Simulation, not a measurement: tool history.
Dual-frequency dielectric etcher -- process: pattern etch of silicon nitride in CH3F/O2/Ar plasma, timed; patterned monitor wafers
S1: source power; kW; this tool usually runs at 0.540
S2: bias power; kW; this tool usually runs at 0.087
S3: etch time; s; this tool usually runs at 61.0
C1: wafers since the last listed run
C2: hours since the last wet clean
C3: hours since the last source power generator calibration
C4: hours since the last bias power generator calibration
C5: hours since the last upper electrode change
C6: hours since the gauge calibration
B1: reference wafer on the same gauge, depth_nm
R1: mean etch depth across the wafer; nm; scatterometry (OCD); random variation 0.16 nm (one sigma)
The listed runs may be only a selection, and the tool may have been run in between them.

run,hour,S1,S2,S3,C1,C2,C3,C4,C5,C6,B1,R1
1,0.0,0.540,0.071,61.0,0,277.3,1298.6,2683.3,3543.5,73.0,54,54.7
2,15.7,0.610,0.087,61.0,135,293.0,1314.3,2699.0,3559.2,88.7,54,61.5
3,27.2,0.610,0.087,61.0,99,304.5,1325.8,2710.5,3570.7,100.2,54,61.5
4,37.9,0.440,0.087,61.0,92,315.2,1336.5,2721.2,3581.4,110.9,54,54.9
5,57.1,0.440,0.087,61.0,165,334.4,1355.7,2740.4,3600.6,130.1,54,55.1
6,63.9,0.540,0.087,61.0,58,341.2,1362.5,2747.2,3607.4,136.9,54,59.2
# hour 100.8: upper electrode replaced
7,101.3,0.540,0.087,61.0,115,378.6,1399.9,2784.6,0.5,174.3,54,59.2
8,101.6,0.540,0.087,61.0,2,378.9,1400.2,2784.9,0.8,174.6,54,59.8
9,102.0,0.540,0.087,61.0,3,379.3,1400.6,2785.3,1.2,175.0,54,59.6
10,107.5,0.500,0.068,49.0,47,384.8,1406.1,2790.8,6.7,180.5,54,43.1
11,113.9,0.540,0.095,44.0,55,391.2,1412.5,2797.2,13.1,186.9,54,44.2
# hour 120.5: gauge calibrated
# hour 154.5: wet clean of the chamber
# hour 157.0: source power generator calibrated
12,157.5,0.540,0.087,61.0,147,3.0,0.5,2840.8,56.7,37.0,54,57.5
13,157.8,0.460,0.068,77.0,2,3.3,0.8,2841.1,57.0,37.3,54,63.5
14,158.1,0.580,0.087,61.0,2,3.6,1.1,2841.4,57.3,37.6,54,59.1
# hour 169.4: bias power generator calibrated
15,172.0,0.630,0.096,51.5,85,17.5,15.0,2.6,71.2,51.5,54,53.0
16,181.1,0.440,0.073,61.0,78,26.6,24.1,11.7,80.3,60.6,54,50.8
17,198.0,0.640,0.101,53.0,145,43.5,41.0,28.6,97.2,77.5,54,56.1
18,210.2,0.540,0.087,61.0,105,55.7,53.2,40.8,109.4,89.7,54,57.8
19,216.3,0.680,0.087,61.0,52,61.8,59.3,46.9,115.5,95.8,54,63.1

3 options for the next run, each taken on its own from the tool as it stands now. Forecast them:
A,216.7,0.630,0.087,61.0,3,62.2,59.7,47.3,115.9,96.2,?,?
B,216.7,0.630,0.087,67.0,3,62.2,59.7,47.3,115.9,96.2,?,?
C,216.7,0.540,0.087,67.5,3,62.2,59.7,47.3,115.9,96.2,?,?

run,B1,R1
A,54,61.3
B,54,67.3
C,54,64.2
Without the tool's hidden state the same runs would have given:
run,R1
A,60.1
B,66.1
C,63.0

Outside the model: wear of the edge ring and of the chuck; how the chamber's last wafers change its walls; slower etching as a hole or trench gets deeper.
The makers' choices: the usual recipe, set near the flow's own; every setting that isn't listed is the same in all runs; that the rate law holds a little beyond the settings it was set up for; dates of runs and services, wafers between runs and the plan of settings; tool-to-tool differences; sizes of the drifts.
